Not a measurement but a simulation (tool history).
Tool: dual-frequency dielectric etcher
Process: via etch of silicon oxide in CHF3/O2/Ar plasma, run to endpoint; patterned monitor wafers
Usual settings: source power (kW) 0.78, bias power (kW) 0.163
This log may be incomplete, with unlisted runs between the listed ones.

| run | day | source power (kW) | bias power (kW) | wafers since the last listed run | hours since the last wet clean | hours since the last source power generator calibration | hours since the last bias power generator calibration | hours since the last upper electrode change | incoming incoming film thickness, nm | endpoint time (s) |
|---|---|---|---|---|---|---|---|---|---|---|
| 1 | 0 | 0.84 | 0.163 | 0 | 338.1 | 4976.4 | 1295.2 | 2667 | 647.6 | 275.9 |
| 2 | 2.446 | 0.78 | 0.153 | 218 | 396.8 | 5035.1 | 1353.9 | 2725.7 | 648.3 | 289.2 |
| 3 | 3.842 | 0.78 | 0.185 | 124 | 430.3 | 5068.6 | 1387.4 | 2759.2 | 645.6 | 276.8 |
|  | 5.862 | wet clean of the chamber |
| 4 | 6.392 | 0.78 | 0.185 | 138 | 12.7 | 5129.8 | 1448.6 | 2820.4 | 645.4 | 269.8 |
| 5 | 8.196 | 0.78 | 0.185 | 160 | 56 | 5173.1 | 1491.9 | 2863.7 | 651.4 | 272.8 |
| 6 | 11.154 | 0.78 | 0.163 | 263 | 127 | 5244.1 | 1562.9 | 2934.7 | 644.6 | 274.2 |
| 7 | 13.121 | 0.89 | 0.178 | 175 | 174.2 | 5291.3 | 1610.1 | 2981.9 | 649 | 253.1 |
| 8 | 14.838 | 0.89 | 0.178 | 153 | 215.4 | 5332.5 | 1651.3 | 3023.1 | 652.8 | 255 |
| 9 | 16.662 | 0.78 | 0.189 | 162 | 259.2 | 5376.3 | 1695.1 | 3066.9 | 659.1 | 272 |
| 10 | 19.225 | 0.78 | 0.189 | 228 | 320.7 | 5437.8 | 1756.6 | 3128.4 | 650 | 267 |
|  | 21.008 | source power generator calibrated |
| 11 | 21.262 | 0.78 | 0.189 | 166 | 369.6 | 6.1 | 1805.5 | 3177.3 | 657.4 | 267.7 |
|  | 22.371 | wet clean of the chamber, repeated, since the last time left the tool worse |
| 12 | 23.929 | 0.78 | 0.187 | 148 | 37.4 | 70.1 | 1869.5 | 3241.3 | 650.8 | 284.8 |
| 13 | 25.167 | 0.78 | 0.187 | 110 | 67.1 | 99.8 | 1899.2 | 3271 | 661.2 | 289.3 |
| 14 | 27.238 | 0.78 | 0.187 | 184 | 116.8 | 149.5 | 1948.9 | 3320.7 | 644.9 | 280.3 |
| 15 | 29.304 | 0.72 | 0.202 | 184 | 166.4 | 199.1 | 1998.5 | 3370.3 | 655.7 | 292.6 |
| 16 | 30.438 | 0.83 | 0.163 | 101 | 193.6 | 226.3 | 2025.7 | 3397.5 | 651.7 | 279.3 |
| 17 | 32.375 | 0.62 | 0.163 | 172 | 240.1 | 272.8 | 2072.2 | 3444 | 645.4 | 326.2 |
|  | 34.567 | upper electrode replaced |
| 18 | 36.838 | 0.67 | 0.141 | 308 | 347.2 | 379.9 | 2179.3 | 54.5 | 651.4 | 319.6 |
| 19 | 39.421 | 0.78 | 0.163 | 230 | 409.2 | 441.9 | 2241.3 | 116.5 | 645.3 | 282 |
| 20 | 41.25 | 0.61 | 0.194 | 163 | 453.1 | 485.8 | 2285.2 | 160.4 | 643 | 314 |
|  | 43.117 | wet clean of the chamber |
| 21 | 43.271 | 0.7 | 0.181 | 91 | 3.7 | 534.3 | 2333.7 | 208.9 | 649.5 | 303.6 |
|  | 44.396 | bias power generator calibrated |
| 22 | 46.096 | 0.78 | 0.163 | 237 | 71.5 | 602.1 | 40.8 | 276.7 | 645.4 | 288 |
| 23 | 47.342 | 0.88 | 0.196 | 111 | 101.4 | 632 | 70.7 | 306.6 | 654.3 | 264.1 |
| 24 | 50.208 | 0.61 | 0.182 | 255 | 170.2 | 700.8 | 139.5 | 375.4 | 647.1 | 324.1 |
| 25 | 52.725 | 0.78 | 0.163 | 224 | 230.6 | 761.2 | 199.9 | 435.8 | 655.4 | 289.9 |
| 26 | 55.071 | 0.63 | 0.196 | 209 | 286.9 | 817.5 | 256.2 | 492.1 | 651.8 | 314.5 |
| 27 | 56.462 | 0.78 | 0.181 | 124 | 320.3 | 850.9 | 289.6 | 525.5 | 649 | 280.4 |
| 28 | 57.496 | 0.64 | 0.19 | 92 | 345.1 | 875.7 | 314.4 | 550.3 | 655.3 | 311.6 |
| 29 | 59.662 | 0.88 | 0.185 | 193 | 397.1 | 927.7 | 366.4 | 602.3 | 648.4 | 260.8 |
| 30 | 60.879 | 0.61 | 0.125 | 108 | 426.3 | 956.9 | 395.6 | 631.5 | 651.1 | 343.8 |

Run 31 is up next; what results do you expect?
|  | 62.592 | wet clean of the chamber |
| 31 | 62.612 | 0.78 | 0.127 | 65 | 0.5 | 998.5 | 437.2 | 673.1 | 656.3 | ? |

endpoint time (s): 307.1
Were there no unlogged condition in the tool, this run, its random variation unchanged, would have produced endpoint time (s) 307.2.
